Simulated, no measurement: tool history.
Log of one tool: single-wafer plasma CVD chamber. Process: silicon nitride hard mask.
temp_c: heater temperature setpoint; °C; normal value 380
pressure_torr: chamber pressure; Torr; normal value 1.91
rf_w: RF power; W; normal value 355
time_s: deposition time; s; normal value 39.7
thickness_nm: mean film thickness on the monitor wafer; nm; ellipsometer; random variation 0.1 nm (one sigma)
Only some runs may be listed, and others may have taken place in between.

run   hour  temp_c  pressure_torr  rf_w  time_s  wafers since the last listed run  hours since the last thermocouple change  hours since the last RF generator calibration  hours since the last manometer calibration  hours since the showerhead was replaced  hours since the gauge calibration  read-back reference wafer on the same gauge, thickness_nm  thickness_nm
  1    0.0     380           1.91   400    37.1                                 0                                    2140.2                                         1755.7                                       624.3                                   2634.1                              214.4                                                     66.543        55.094
  2   20.9     380           1.72   355    39.7                               394                                    2161.1                                         1776.6                                       645.2                                   2655.0                              235.3                                                     66.587        54.834
  3   50.0     380           1.72   355    39.7                               549                                    2190.2                                         1805.7                                       674.3                                   2684.1                              264.4                                                     66.608        54.931
  4   77.6     380           1.91   355    39.7                               520                                    2217.8                                         1833.3                                       701.9                                   2711.7                              292.0                                                     66.657        56.047
  5  113.3     380           1.91   355    39.7                               673                                    2253.5                                         1869.0                                       737.6                                   2747.4                              327.7                                                     66.555        55.887
  6  136.7     376           1.91   355    39.7                               441                                    2276.9                                         1892.4                                       761.0                                   2770.8                              351.1                                                     66.591        55.972
  7  169.7     380           1.91   355    39.7                               622                                    2309.9                                         1925.4                                       794.0                                   2803.8                              384.1                                                     66.565        56.127
     184.1  -- gauge calibrated
  8  185.1     380           1.91   355    39.7                               290                                    2325.3                                         1940.8                                       809.4                                   2819.2                                1.0                                                     66.586        56.019
     230.9  -- thermocouple changed; heater temperature recalibrated
     237.0  -- capacitance manometer re-zeroed and calibrated
  9  239.4     380           1.91   355    39.7                               757                                       8.5                                         1995.1                                         2.4                                   2873.5                               55.3                                                     66.588        56.261
 10  255.4     389           2.04   325    47.1                               301                                      24.5                                         2011.1                                        18.4                                   2889.5                               71.3                                                     66.598        64.498
 11  288.7     380           1.91   355    39.7                               628                                      57.8                                         2044.4                                        51.7                                   2922.8                              104.6                                                     66.569        55.961
 12  304.5     373           1.61   400    42.2                               298                                      73.6                                         2060.2                                        67.5                                   2938.6                              120.4                                                     66.666        60.701
     314.6  -- RF generator calibrated
     324.0  -- showerhead replaced, of another model than before
 13  324.5     380           1.91   290    39.7                                75                                      93.6                                            9.9                                        87.5                                      0.5                              140.4                                                     66.568        49.921
 14  333.3     380           1.47   355    39.7                               166                                     102.4                                           18.7                                        96.3                                      9.3                              149.2                                                     66.608        56.055
 15  364.6     380           1.50   310    39.7                               590                                     133.7                                           50.0                                       127.6                                     40.6                              180.5                                                     66.605        50.417
 16  388.2     387           1.72   415    34.3                               445                                     157.3                                           73.6                                       151.2                                     64.2                              204.1                                                     66.602        54.247
 17  415.5     380           1.91   355    39.7                               515                                     184.6                                          100.9                                       178.5                                     91.5                              231.4                                                     66.588        57.578
 18  503.9     370           1.91   375    35.4                              1667                                     273.0                                          189.3                                       266.9                                    179.9                              319.8                                                     66.540        53.275
 19  528.7     380           1.91   355    39.7                               467                                     297.8                                          214.1                                       291.7                                    204.7                              344.6                                                     66.641        57.077

Per-run results on a tool with no hidden state, each run keeping its own random variation:
Hidden conditions of the tool in this case: wafer temperature above the value expected at the setpoint (K); delivered RF power above the setpoint (%); true pressure above the setpoint (%); gauge reads high (%).
run  thickness_nm
  1        57.087
  2        56.822
  3        56.929
  4        58.091
  5        57.933
  6        58.026
  7        58.192
  8        58.083
  9        58.343
 10        66.970
 11        58.040
 12        62.959
 13        50.041
 14        56.223
 15        50.714
 16        54.627
 17        58.138
 18        54.140
 19        58.100
